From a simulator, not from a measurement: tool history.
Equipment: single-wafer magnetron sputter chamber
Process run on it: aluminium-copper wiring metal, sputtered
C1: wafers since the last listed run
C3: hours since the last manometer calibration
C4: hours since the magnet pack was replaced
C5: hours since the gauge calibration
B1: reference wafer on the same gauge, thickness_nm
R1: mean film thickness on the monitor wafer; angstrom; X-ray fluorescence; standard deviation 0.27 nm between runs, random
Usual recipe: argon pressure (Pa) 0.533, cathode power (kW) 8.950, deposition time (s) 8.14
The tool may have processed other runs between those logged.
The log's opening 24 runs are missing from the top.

Run 25, hour 1186.3: usual settings but argon pressure (Pa) 0.604; C1 1185; wafers on the sputter target 9373; C3 451.8; C4 11139.0; C5 399.7; B1 125.954. Result: R1 1146.90 angstrom.
At hour 1209.3: sputter target and shields replaced.
Run 26, hour 1256.2: usual settings but argon pressure (Pa) 0.600, cathode power (kW) 8.250, deposition time (s) 7.67; C1 1900; wafers on the sputter target 1439; C3 521.7; C4 11208.9; C5 469.6; B1 126.030. Result: R1 1045.46 angstrom.
At hour 1280.7: magnet pack replaced.
Run 27, hour 1284.0: usual settings but deposition time (s) 7.20; C1 608; wafers on the sputter target 2047; C3 549.5; C4 3.3; C5 497.4; B1 125.968. Result: R1 1049.13 angstrom.
Run 28, hour 1344.9: usual settings; C1 1870; wafers on the sputter target 3917; C3 610.4; C4 64.2; C5 558.3; B1 126.006. Result: R1 1181.53 angstrom.
Run 29, hour 1380.3: usual settings but argon pressure (Pa) 0.381, cathode power (kW) 7.400, deposition time (s) 9.11; C1 1087; wafers on the sputter target 5004; C3 645.8; C4 99.6; C5 593.7; B1 125.981. Result: R1 1297.18 angstrom.
Run 30, hour 1418.7: usual settings but cathode power (kW) 8.300; C1 1179; wafers on the sputter target 6183; C3 684.2; C4 138.0; C5 632.1; B1 126.004. Result: R1 1137.09 angstrom.
Run 31, hour 1483.0: usual settings; C1 1974; wafers on the sputter target 8158; C3 748.5; C4 202.3; C5 696.4; B1 126.029. Result: R1 1183.78 angstrom.
Run 32, hour 1510.6: usual settings but deposition time (s) 9.16; C1 847; wafers on the sputter target 9005; C3 776.1; C4 229.9; C5 724.0; B1 125.980. Result: R1 1333.51 angstrom.
At hour 1536.8: sputter target and shields replaced.
Run 33, hour 1563.4: usual settings but argon pressure (Pa) 0.675, cathode power (kW) 10.450, deposition time (s) 7.18; C1 1375; wafers on the sputter target 815; C3 828.9; C4 282.7; C5 776.8; B1 125.974. Result: R1 1057.13 angstrom.
Run 34, hour 1615.1: usual settings; C1 1587; wafers on the sputter target 2402; C3 880.6; C4 334.4; C5 828.5; B1 126.011. Result: R1 1187.48 angstrom.
Run 35, hour 1647.7: usual settings but argon pressure (Pa) 0.423, cathode power (kW) 9.700, deposition time (s) 7.01; C1 1001; wafers on the sputter target 3404; C3 913.2; C4 367.0; C5 861.1; B1 125.966. Result: R1 1122.01 angstrom.

What if the next run were any one of these 3? Each begins from the tool's condition after run 35:
Run A, hour 1648.1: usual settings but argon pressure (Pa) 0.597; C1 12; wafers on the sputter target 3416; C3 913.6; C4 367.4; C5 861.5; B1 ?. Result: R1 ?.
Run B, hour 1648.1: usual settings but argon pressure (Pa) 0.641, cathode power (kW) 7.950; C1 12; wafers on the sputter target 3416; C3 913.6; C4 367.4; C5 861.5; B1 ?. Result: R1 ?.
Run C, hour 1648.1: usual settings but argon pressure (Pa) 0.391, deposition time (s) 8.99; C1 12; wafers on the sputter target 3416; C3 913.6; C4 367.4; C5 861.5; B1 ?. Result: R1 ?.

run       B1       R1
  A  125.943  1149.80
  B  125.943  1064.15
  C  125.943  1397.09
Had the tool no hidden state, the same runs would have come out as:
run       R1
  A  1149.80
  B  1064.15
  C  1397.09

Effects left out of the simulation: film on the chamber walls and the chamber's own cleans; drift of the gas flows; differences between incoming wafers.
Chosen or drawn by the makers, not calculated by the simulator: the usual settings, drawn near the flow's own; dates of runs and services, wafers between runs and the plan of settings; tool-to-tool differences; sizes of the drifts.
